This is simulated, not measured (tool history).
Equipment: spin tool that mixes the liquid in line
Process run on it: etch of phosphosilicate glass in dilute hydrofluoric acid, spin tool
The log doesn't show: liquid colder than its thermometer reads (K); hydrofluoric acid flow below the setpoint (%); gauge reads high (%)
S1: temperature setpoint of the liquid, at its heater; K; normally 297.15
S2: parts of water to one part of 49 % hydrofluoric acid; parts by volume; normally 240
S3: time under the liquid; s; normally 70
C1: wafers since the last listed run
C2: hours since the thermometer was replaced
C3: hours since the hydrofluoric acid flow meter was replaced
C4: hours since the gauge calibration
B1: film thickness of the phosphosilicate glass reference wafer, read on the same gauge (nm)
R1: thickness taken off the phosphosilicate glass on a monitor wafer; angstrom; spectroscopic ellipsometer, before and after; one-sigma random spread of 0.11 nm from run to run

run	hour	S1	S2	S3	C1	C2	C3	C4	B1	R1
1	0	297.15	165	95	0	435.2	87	273.5	150.05	565.7
2	29	297.15	240	70	461	464.2	116	302.5	149.99	263
3	42.5	297.15	240	70	214	477.7	129.5	316	150.02	261.5
4	117.1	297.15	240	70	1187	552.3	204.1	390.6	150.01	261.4
5	138.7	297.15	310	70	343	573.9	225.7	412.2	150	186.6
6	158.1	297.15	240	70	308	593.3	245.1	431.6	150	259.3
7	171.8	297.15	240	70	218	607	258.8	445.3	149.99	256.5
8	186.7	297.15	240	70	237	621.9	273.7	460.2	149.98	257.7
9	203.7	297.15	240	60	270	638.9	290.7	477.2	149.97	220.1
10	231.3	297.15	285	50	439	666.5	318.3	504.8	149.99	148.6
# hour 242.6: gauge calibrated
11	251.8	297.15	240	70	326	687	338.8	9.2	149.99	256
# hour 261.6: thermometer replaced
# hour 263.2: hydrofluoric acid flow meter replaced
12	287.3	297.15	240	70	533	25.7	24.1	44.7	150	264.6
13	307.5	297.15	240	70	321	45.9	44.3	64.9	150.04	263.2
14	321.8	297.15	240	70	227	60.2	58.6	79.2	149.94	265
15	355.9	294.15	240	70	543	94.3	92.7	113.3	149.99	235.2
16	369.3	297.15	240	95	213	107.7	106.1	126.7	149.98	358
17	395.5	297.15	240	70	417	133.9	132.3	152.9	150.05	261.7
18	418	299.15	175	45	358	156.4	154.8	175.4	149.96	266.2
19	448.4	297.15	205	45	484	186.8	185.2	205.8	149.98	203.2
20	464.9	301.65	240	70	262	203.3	201.7	222.3	149.96	305.2
21	500.3	302.15	290	50	563	238.7	237.1	257.7	150.04	172.2
22	513.8	294.65	240	70	214	252.2	250.6	271.2	150.03	236.4

Estimate the outcome of run 23 from the log above:
23	543.1	297.15	285	80	466	281.5	279.9	300.5	?	?

B1: 149.97
R1: 238.3 angstrom
Without the tool's hidden state the same run would have given R1 246.6 angstrom.
